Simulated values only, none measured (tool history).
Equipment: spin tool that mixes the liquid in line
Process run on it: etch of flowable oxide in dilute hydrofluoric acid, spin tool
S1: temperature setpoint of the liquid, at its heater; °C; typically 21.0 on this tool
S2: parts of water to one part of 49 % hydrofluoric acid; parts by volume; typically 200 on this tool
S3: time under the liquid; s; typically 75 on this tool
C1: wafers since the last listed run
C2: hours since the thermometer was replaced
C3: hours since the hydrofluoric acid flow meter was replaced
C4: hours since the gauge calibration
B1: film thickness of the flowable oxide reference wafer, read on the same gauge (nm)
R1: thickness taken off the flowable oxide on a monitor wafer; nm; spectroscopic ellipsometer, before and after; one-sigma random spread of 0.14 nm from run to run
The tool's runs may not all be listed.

run 1 hour=0.0 | S1=21.0 S2=200 S3=75 | C1=0 C2=2486.8 C3=2047.4 C4=254.4 | B1=129.99 | R1=16.86
run 2 hour=14.4 | S1=21.0 S2=200 S3=75 | C1=155 C2=2501.2 C3=2061.8 C4=268.8 | B1=129.98 | R1=16.85
run 3 hour=29.1 | S1=21.0 S2=200 S3=75 | C1=158 C2=2515.9 C3=2076.5 C4=283.5 | B1=130.00 | R1=16.79
run 4 hour=46.7 | S1=21.0 S2=200 S3=75 | C1=190 C2=2533.5 C3=2094.1 C4=301.1 | B1=130.00 | R1=16.60
run 5 hour=53.3 | S1=21.0 S2=200 S3=75 | C1=71 C2=2540.1 C3=2100.7 C4=307.7 | B1=130.00 | R1=16.58
run 6 hour=66.6 | S1=21.0 S2=200 S3=75 | C1=143 C2=2553.4 C3=2114.0 C4=321.0 | B1=129.99 | R1=16.52
run 7 hour=77.5 | S1=21.0 S2=125 S3=75 | C1=117 C2=2564.3 C3=2124.9 C4=331.9 | B1=130.01 | R1=28.88
run 8 hour=91.6 | S1=21.0 S2=125 S3=75 | C1=152 C2=2578.4 C3=2139.0 C4=346.0 | B1=130.01 | R1=29.05
run 9 hour=109.1 | S1=21.0 S2=200 S3=75 | C1=189 C2=2595.9 C3=2156.5 C4=363.5 | B1=130.02 | R1=16.88
run 10 hour=120.5 | S1=21.0 S2=200 S3=75 | C1=123 C2=2607.3 C3=2167.9 C4=374.9 | B1=130.00 | R1=16.72
run 11 hour=138.2 | S1=20.0 S2=200 S3=75 | C1=191 C2=2625.0 C3=2185.6 C4=392.6 | B1=130.01 | R1=15.99
run 12 hour=144.4 | S1=20.0 S2=200 S3=75 | C1=66 C2=2631.2 C3=2191.8 C4=398.8 | B1=129.98 | R1=16.06
run 13 hour=151.5 | S1=21.0 S2=200 S3=75 | C1=76 C2=2638.3 C3=2198.9 C4=405.9 | B1=130.00 | R1=16.71
run 14 hour=167.9 | S1=21.0 S2=200 S3=75 | C1=177 C2=2654.7 C3=2215.3 C4=422.3 | B1=130.00 | R1=16.65
run 15 hour=181.1 | S1=21.0 S2=200 S3=75 | C1=142 C2=2667.9 C3=2228.5 C4=435.5 | B1=129.99 | R1=16.55
run 16 hour=188.5 | S1=23.5 S2=265 S3=75 | C1=79 C2=2675.3 C3=2235.9 C4=442.9 | B1=130.02 | R1=13.11
-- hour=190.9 thermometer replaced
run 17 hour=217.8 | S1=17.5 S2=140 S3=75 | C1=305 C2=26.9 C3=2265.2 C4=472.2 | B1=130.00 | R1=22.19
run 18 hour=234.4 | S1=21.0 S2=175 S3=95 | C1=179 C2=43.5 C3=2281.8 C4=488.8 | B1=130.00 | R1=24.54
run 19 hour=252.4 | S1=21.0 S2=200 S3=75 | C1=194 C2=61.5 C3=2299.8 C4=506.8 | B1=129.99 | R1=16.61
run 20 hour=263.1 | S1=25.0 S2=150 S3=55 | C1=115 C2=72.2 C3=2310.5 C4=517.5 | B1=130.00 | R1=20.28
run 21 hour=277.0 | S1=17.0 S2=170 S3=75 | C1=150 C2=86.1 C3=2324.4 C4=531.4 | B1=129.99 | R1=17.22
run 22 hour=287.4 | S1=24.0 S2=200 S3=95 | C1=112 C2=96.5 C3=2334.8 C4=541.8 | B1=129.99 | R1=23.56
run 23 hour=298.1 | S1=24.5 S2=275 S3=50 | C1=115 C2=107.2 C3=2345.5 C4=552.5 | B1=130.00 | R1=8.42
-- hour=302.9 hydrofluoric acid flow meter replaced
-- hour=308.5 gauge calibrated
run 24 hour=314.9 | S1=17.0 S2=150 S3=110 | C1=170 C2=124.0 C3=12.0 C4=6.4 | B1=129.99 | R1=29.73
run 25 hour=329.7 | S1=17.5 S2=265 S3=85 | C1=159 C2=138.8 C3=26.8 C4=21.2 | B1=129.99 | R1=11.81
run 26 hour=339.6 | S1=23.5 S2=115 S3=75 | C1=106 C2=148.7 C3=36.7 C4=31.1 | B1=130.03 | R1=35.49
run 27 hour=356.2 | S1=17.0 S2=275 S3=110 | C1=179 C2=165.3 C3=53.3 C4=47.7 | B1=129.99 | R1=14.36
run 28 hour=369.4 | S1=21.0 S2=200 S3=75 | C1=142 C2=178.5 C3=66.5 C4=60.9 | B1=130.01 | R1=16.78
run 29 hour=381.4 | S1=21.0 S2=200 S3=75 | C1=129 C2=190.5 C3=78.5 C4=72.9 | B1=130.01 | R1=16.65
run 30 hour=396.8 | S1=21.0 S2=200 S3=75 | C1=166 C2=205.9 C3=93.9 C4=88.3 | B1=130.02 | R1=16.99
run 31 hour=410.4 | S1=21.0 S2=200 S3=75 | C1=146 C2=219.5 C3=107.5 C4=101.9 | B1=129.99 | R1=16.85
run 32 hour=419.1 | S1=21.0 S2=200 S3=75 | C1=93 C2=228.2 C3=116.2 C4=110.6 | B1=129.99 | R1=16.49
run 33 hour=434.0 | S1=21.0 S2=200 S3=75 | C1=160 C2=243.1 C3=131.1 C4=125.5 | B1=130.01 | R1=16.84
run 34 hour=448.6 | S1=21.0 S2=145 S3=110 | C1=157 C2=257.7 C3=145.7 C4=140.1 | B1=130.01 | R1=35.92

Branching from run 34: 4 alternative next runs. What would each branch give?
run A hour=449.0 | S1=21.0 S2=200 S3=75 | C1=4 C2=258.1 C3=146.1 C4=140.5 | B1=? | R1=?
run B hour=449.0 | S1=18.0 S2=200 S3=75 | C1=4 C2=258.1 C3=146.1 C4=140.5 | B1=? | R1=?
run C hour=449.0 | S1=25.5 S2=295 S3=95 | C1=4 C2=258.1 C3=146.1 C4=140.5 | B1=? | R1=?
run D hour=449.0 | S1=25.0 S2=200 S3=100 | C1=4 C2=258.1 C3=146.1 C4=140.5 | B1=? | R1=?

run=A B1=129.99 R1=16.87
run=B B1=129.99 R1=15.02
run=C B1=129.99 R1=15.50
run=D B1=129.99 R1=26.12
What these runs would have given with no unlogged condition in the tool:
run=A R1=16.87
run=B R1=15.02
run=C R1=15.50
run=D R1=26.12
